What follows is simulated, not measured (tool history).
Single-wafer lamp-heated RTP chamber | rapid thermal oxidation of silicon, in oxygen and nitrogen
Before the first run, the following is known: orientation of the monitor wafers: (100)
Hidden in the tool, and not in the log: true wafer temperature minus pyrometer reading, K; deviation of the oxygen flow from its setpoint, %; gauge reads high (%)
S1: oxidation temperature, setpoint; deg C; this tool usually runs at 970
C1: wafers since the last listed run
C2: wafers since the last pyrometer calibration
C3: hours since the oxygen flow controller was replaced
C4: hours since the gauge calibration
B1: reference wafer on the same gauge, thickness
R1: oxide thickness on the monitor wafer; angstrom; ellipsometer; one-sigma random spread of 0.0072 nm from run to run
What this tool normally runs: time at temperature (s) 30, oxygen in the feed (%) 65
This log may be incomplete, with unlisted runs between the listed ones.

{"run": 1, "day": 0.0, "S1": 970, "time at temperature (s)": 30, "oxygen in the feed (%)": 65, "C1": 0, "C2": 1386, "C3": 5147.5, "C4": 230.7, "B1": 2.629, "R1": 31.92}
{"run": 2, "day": 0.558, "S1": 970, "time at temperature (s)": 30, "oxygen in the feed (%)": 65, "C1": 251, "C2": 1637, "C3": 5160.9, "C4": 244.1, "B1": 2.63, "R1": 31.98}
{"run": 3, "day": 0.992, "S1": 970, "time at temperature (s)": 30, "oxygen in the feed (%)": 65, "C1": 195, "C2": 1833, "C3": 5171.3, "C4": 254.5, "B1": 2.63, "R1": 32.18}
{"run": 4, "day": 1.721, "S1": 970, "time at temperature (s)": 36, "oxygen in the feed (%)": 65, "C1": 328, "C2": 2161, "C3": 5188.8, "C4": 272, "B1": 2.629, "R1": 34.07}
{"run": 5, "day": 2.358, "S1": 970, "time at temperature (s)": 36, "oxygen in the feed (%)": 65, "C1": 286, "C2": 2448, "C3": 5204.1, "C4": 287.3, "B1": 2.63, "R1": 34.19}
{"run": 6, "day": 3.05, "S1": 970, "time at temperature (s)": 41, "oxygen in the feed (%)": 65, "C1": 311, "C2": 2759, "C3": 5220.7, "C4": 303.9, "B1": 2.63, "R1": 35.94}
{"run": 7, "day": 3.629, "S1": 970, "time at temperature (s)": 41, "oxygen in the feed (%)": 65, "C1": 260, "C2": 3020, "C3": 5234.6, "C4": 317.8, "B1": 2.631, "R1": 35.95}
{"run": 8, "day": 4.079, "S1": 970, "time at temperature (s)": 41, "oxygen in the feed (%)": 65, "C1": 202, "C2": 3222, "C3": 5245.4, "C4": 328.6, "B1": 2.629, "R1": 35.95}
{"run": 9, "day": 4.679, "S1": 970, "time at temperature (s)": 30, "oxygen in the feed (%)": 65, "C1": 270, "C2": 3492, "C3": 5259.8, "C4": 343, "B1": 2.63, "R1": 32.13}
{"run": 10, "day": 5.146, "S1": 970, "time at temperature (s)": 30, "oxygen in the feed (%)": 65, "C1": 210, "C2": 3702, "C3": 5271, "C4": 354.2, "B1": 2.631, "R1": 32.13}
{"day": 5.888, "done": "pyrometer window cleaned and pyrometer calibrated"}
{"run": 11, "day": 5.908, "S1": 970, "time at temperature (s)": 30, "oxygen in the feed (%)": 65, "C1": 193, "C2": 9, "C3": 5289.3, "C4": 372.5, "B1": 2.63, "R1": 31.47}
{"run": 12, "day": 5.921, "S1": 970, "time at temperature (s)": 35, "oxygen in the feed (%)": 65, "C1": 5, "C2": 15, "C3": 5289.6, "C4": 372.8, "B1": 2.631, "R1": 33.35}
{"day": 6.583, "done": "oxygen flow controller replaced"}
{"run": 13, "day": 6.604, "S1": 970, "time at temperature (s)": 35, "oxygen in the feed (%)": 65, "C1": 157, "C2": 172, "C3": 0.5, "C4": 389.2, "B1": 2.631, "R1": 33.44}
{"run": 14, "day": 6.662, "S1": 981, "time at temperature (s)": 30, "oxygen in the feed (%)": 65, "C1": 26, "C2": 198, "C3": 1.9, "C4": 390.6, "B1": 2.632, "R1": 33.81}
{"run": 15, "day": 7.2, "S1": 981, "time at temperature (s)": 30, "oxygen in the feed (%)": 65, "C1": 241, "C2": 440, "C3": 14.8, "C4": 403.5, "B1": 2.629, "R1": 33.8}

Run 16 is up next; what results do you expect?
{"run": 16, "day": 9.421, "S1": 970, "time at temperature (s)": 30, "oxygen in the feed (%)": 65, "C1": 999, "C2": 1440, "C3": 68.1, "C4": 456.8, "B1": "?", "R1": "?"}

For run 16 the tool returned B1 2.631, R1 31.79 angstrom.
Take away the tool's hidden state, keep the run-to-run variation as it was, and the same run would have given R1 31.28 angstrom.
